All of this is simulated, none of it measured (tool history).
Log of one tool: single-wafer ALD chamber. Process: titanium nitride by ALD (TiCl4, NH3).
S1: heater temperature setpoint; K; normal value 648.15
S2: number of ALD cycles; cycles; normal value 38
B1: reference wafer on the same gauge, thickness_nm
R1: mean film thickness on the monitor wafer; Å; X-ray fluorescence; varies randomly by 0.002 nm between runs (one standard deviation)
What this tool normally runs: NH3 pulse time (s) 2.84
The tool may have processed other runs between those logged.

Run 1, day 0.000: usual settings but NH3 pulse time (s) 2.41; B1 0.630. Result: R1 7.69 Å.
Run 2, day 0.621: usual settings but NH3 pulse time (s) 2.41; B1 0.630. Result: R1 7.71 Å.
Run 3, day 1.588: usual settings but NH3 pulse time (s) 2.41; B1 0.630. Result: R1 7.66 Å.
Run 4, day 2.629: usual settings; B1 0.629. Result: R1 7.80 Å.
Run 5, day 3.342: usual settings; B1 0.630. Result: R1 7.80 Å.
Run 6, day 4.033: usual settings; B1 0.629. Result: R1 7.79 Å.
Run 7, day 5.496: usual settings; B1 0.629. Result: R1 7.80 Å.
Run 8, day 6.379: usual settings; B1 0.629. Result: R1 7.77 Å.
Run 9, day 7.188: usual settings; B1 0.629. Result: R1 7.81 Å.
Run 10, day 8.275: usual settings; B1 0.629. Result: R1 7.77 Å.
Run 11, day 9.058: usual settings; B1 0.629. Result: R1 7.76 Å.
Run 12, day 9.862: usual settings but S1 636.15 K, NH3 pulse time (s) 2.57; B1 0.629. Result: R1 7.63 Å.
Run 13, day 10.962: usual settings but S1 636.15 K, NH3 pulse time (s) 2.57; B1 0.628. Result: R1 7.58 Å.
Run 14, day 11.742: usual settings but S1 636.15 K, NH3 pulse time (s) 2.57; B1 0.628. Result: R1 7.56 Å.
Run 15, day 13.100: usual settings but S1 654.15 K, S2 43 cycles; B1 0.628. Result: R1 8.85 Å.
Run 16, day 14.154: usual settings but S1 654.15 K, S2 43 cycles; B1 0.628. Result: R1 8.85 Å.
Run 17, day 15.400: usual settings but S1 658.15 K; B1 0.628. Result: R1 7.83 Å.
Run 18, day 16.258: usual settings but S1 658.15 K, S2 41 cycles, NH3 pulse time (s) 1.80; B1 0.642. Result: R1 8.23 Å.
Run 19, day 19.017: usual settings but S1 637.15 K, S2 44 cycles, NH3 pulse time (s) 3.21; B1 0.640. Result: R1 9.17 Å.
Run 20, day 20.117: usual settings but S1 653.15 K, S2 42 cycles, NH3 pulse time (s) 2.27; B1 0.638. Result: R1 8.59 Å.
Run 21, day 21.158: usual settings; B1 0.637. Result: R1 7.87 Å.
Run 22, day 22.329: usual settings; B1 0.637. Result: R1 7.88 Å.
Run 23, day 26.717: usual settings but S1 642.15 K, S2 35 cycles; B1 0.633. Result: R1 7.17 Å.
Run 24, day 30.350: usual settings but S1 652.15 K, NH3 pulse time (s) 1.75; B1 0.631. Result: R1 7.37 Å.
Run 25, day 31.817: usual settings; B1 0.631. Result: R1 7.83 Å.
Run 26, day 32.392: usual settings but S1 641.15 K, S2 31 cycles, NH3 pulse time (s) 3.59; B1 0.630. Result: R1 6.46 Å.
Run 27, day 33.038: usual settings but S1 634.15 K, S2 32 cycles, NH3 pulse time (s) 3.93; B1 0.630. Result: R1 6.64 Å.
Run 28, day 34.421: usual settings but S1 662.15 K, NH3 pulse time (s) 3.22; B1 0.630. Result: R1 7.92 Å.
Run 29, day 35.262: usual settings but S1 654.15 K, NH3 pulse time (s) 1.92; B1 0.630. Result: R1 7.52 Å.
Run 30, day 35.775: usual settings but S1 634.15 K, S2 31 cycles; B1 0.629. Result: R1 6.27 Å.
Run 31, day 36.942: usual settings but S1 660.15 K, NH3 pulse time (s) 2.27; B1 0.629. Result: R1 7.69 Å.
Run 32, day 37.808: usual settings; B1 0.628. Result: R1 7.78 Å.

Put back what was entered between runs (3 entries, withheld): which listed runs does each sit between, and how does the hidden state differ from the listed run before to the listed run after?
From run 14 to run 15: showerhead replaced (day 12.700)
  gauge reads high (%): -2.31 -> -2.33
  what was measured, less what the result would be without the hidden state, R1: -0.17 -> -0.21 Å
From run 17 to run 18: gauge calibrated (day 15.900)
  gauge reads high (%): -2.37 -> -0.0526
  what was measured, less what the result would be without the hidden state, R1: -0.19 -> +0.00 Å
From run 21 to run 22: thermocouple changed; heater temperature recalibrated (day 21.992)
  gauge reads high (%): -0.881 -> -1.04
  what was measured, less what the result would be without the hidden state, R1: -0.07 -> -0.08 Å
